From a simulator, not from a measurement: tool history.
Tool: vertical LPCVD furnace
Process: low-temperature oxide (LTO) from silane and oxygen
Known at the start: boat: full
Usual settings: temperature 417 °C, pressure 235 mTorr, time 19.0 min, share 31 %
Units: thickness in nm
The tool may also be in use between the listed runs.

run    hour  temperature  pressure  time  share  wafers since the last listed run  hours since the last temperature calibration  hours since the pressure gauge was zeroed  hours since the silane flow controller was replaced  hours since the gauge calibration  read-back reference wafer on the same gauge, thickness  thickness
  1     0.0          417       190  19.0     31                                 0                                         507.9                                     2282.7                                               5459.6                              225.6                                                  159.01     130.73
  2    54.4          417       235  19.0     31                               851                                         562.3                                     2337.1                                               5514.0                              280.0                                                  159.25     161.27
  3   154.0          417       235  19.0     31                              1558                                         661.9                                     2436.7                                               5613.6                              379.6                                                  159.09     160.67
  4   244.4          412       235  19.0     31                              1414                                         752.3                                     2527.1                                               5704.0                              470.0                                                  158.83     152.72
  5   293.8          417       235  19.0     31                               773                                         801.7                                     2576.5                                               5753.4                              519.4                                                  159.07     160.48
  6   351.9          409       235  19.0     34                               909                                         859.8                                     2634.6                                               5811.5                              577.5                                                  159.01     167.58
  7   511.5          409       235  19.0     34                              2497                                        1019.4                                     2794.2                                               5971.1                              737.1                                                  159.07     167.32
  8   608.0          417       235  19.0     31                              1510                                        1115.9                                     2890.7                                               6067.6                              833.6                                                  158.98     161.31
  9   674.7          417       235  19.0     31                              1043                                        1182.6                                     2957.4                                               6134.3                              900.3                                                  159.09     162.41
 10   734.5          417       235  19.0     31                               935                                        1242.4                                     3017.2                                               6194.1                              960.1                                                  159.11     161.71
 11   772.9          417       235  19.0     31                               600                                        1280.8                                     3055.6                                               6232.5                              998.5                                                  158.97     162.42
 12   838.1          417       235  19.0     31                              1020                                        1346.0                                     3120.8                                               6297.7                             1063.7                                                  158.76     162.28
 13   926.9          417       235  19.0     31                              1389                                        1434.8                                     3209.6                                               6386.5                             1152.5                                                  159.12     163.43
 14   997.1          417       235  19.0     31                              1098                                        1505.0                                     3279.8                                               6456.7                             1222.7                                                  159.10     162.65
 15  1102.2          417       235  19.0     31                              1644                                        1610.1                                     3384.9                                               6561.8                             1327.8                                                  158.95     163.54
     1184.4  -- silane flow controller replaced
 16  1208.5          417       235  19.0     33                              1287                                        1716.4                                     3491.2                                                 24.1                             1434.1                                                  159.06     178.23
 17  1260.6          424       235  14.0     31                               815                                        1768.5                                     3543.3                                                 76.2                             1486.2                                                  158.88     130.30
 18  1347.1          417       235  19.0     31                              1353                                        1855.0                                     3629.8                                                162.7                             1572.7                                                  158.74     164.47
     1377.4  -- gauge calibrated
 19  1412.5          417       235  19.0     34                              1023                                        1920.4                                     3695.2                                                228.1                               35.1                                                  158.87     185.63
     1438.8  -- thermocouples replaced and temperature profile calibrated
 20  1489.0          417       235  19.0     31                               821                                          50.2                                     3771.7                                                304.6                              111.6                                                  158.98     169.35
     1552.9  -- pressure gauge zeroed
 21  1593.5          413       235  19.0     31                              1259                                         154.7                                       40.6                                                409.1                              216.1                                                  159.07     161.49
 22  1660.7          410       235  23.0     33                              1051                                         221.9                                      107.8                                                476.3                              283.3                                                  158.86     206.76
 23  1709.6          425       295  23.5     31                               765                                         270.8                                      156.7                                                525.2                              332.2                                                  159.13     284.84
 24  1761.6          408       235  26.0     31                               813                                         322.8                                      208.7                                                577.2                              384.2                                                  158.98     210.94
 25  1816.4          417       235  19.0     31                               857                                         377.6                                      263.5                                                632.0                              439.0                                                  159.00     168.18
     1875.1  -- thermocouples replaced and temperature profile calibrated, repeated, since the last time left the tool worse
 26  1875.6          417       235  19.0     31                               550                                           0.5                                      322.7                                                691.2                              498.2                                                  159.07     161.62
 27  1917.2          417       235  19.0     31                               651                                          42.1                                      364.3                                                732.8                              539.8                                                  159.35     161.20
 28  1981.1          417       235  19.0     27                               999                                         106.0                                      428.2                                                796.7                              603.7                                                  159.09     131.99
 29  2043.8          422       180  13.5     35                               981                                         168.7                                      490.9                                                859.4                              666.4                                                  158.99     109.63
 30  2102.3          417       235  19.0     37                               915                                         227.2                                      549.4                                                917.9                              724.9                                                  159.06     202.41
 31  2323.6          411       235  19.0     31                              3463                                         448.5                                      770.7                                               1139.2                              946.2                                                  159.17     151.23

Forecast each of these 3 alternatives for the next run:
  A  2328.3          417       235  19.0     31                                73                                         453.2                                      775.4                                               1143.9                              950.9                                                       ?          ?
  B  2328.3          417       255  21.5     33                                73                                         453.2                                      775.4                                               1143.9                              950.9                                                       ?          ?
  C  2328.3          417       185  19.0     29                                73                                         453.2                                      775.4                                               1143.9                              950.9                                                       ?          ?

run  read-back reference wafer on the same gauge, thickness  thickness
  A                                                  158.87     161.32
  B                                                  158.87     215.74
  C                                                  158.87     115.55
Without the tool's unlogged condition, the same runs would have read:
run  thickness
  A     160.53
  B     214.70
  C     114.98

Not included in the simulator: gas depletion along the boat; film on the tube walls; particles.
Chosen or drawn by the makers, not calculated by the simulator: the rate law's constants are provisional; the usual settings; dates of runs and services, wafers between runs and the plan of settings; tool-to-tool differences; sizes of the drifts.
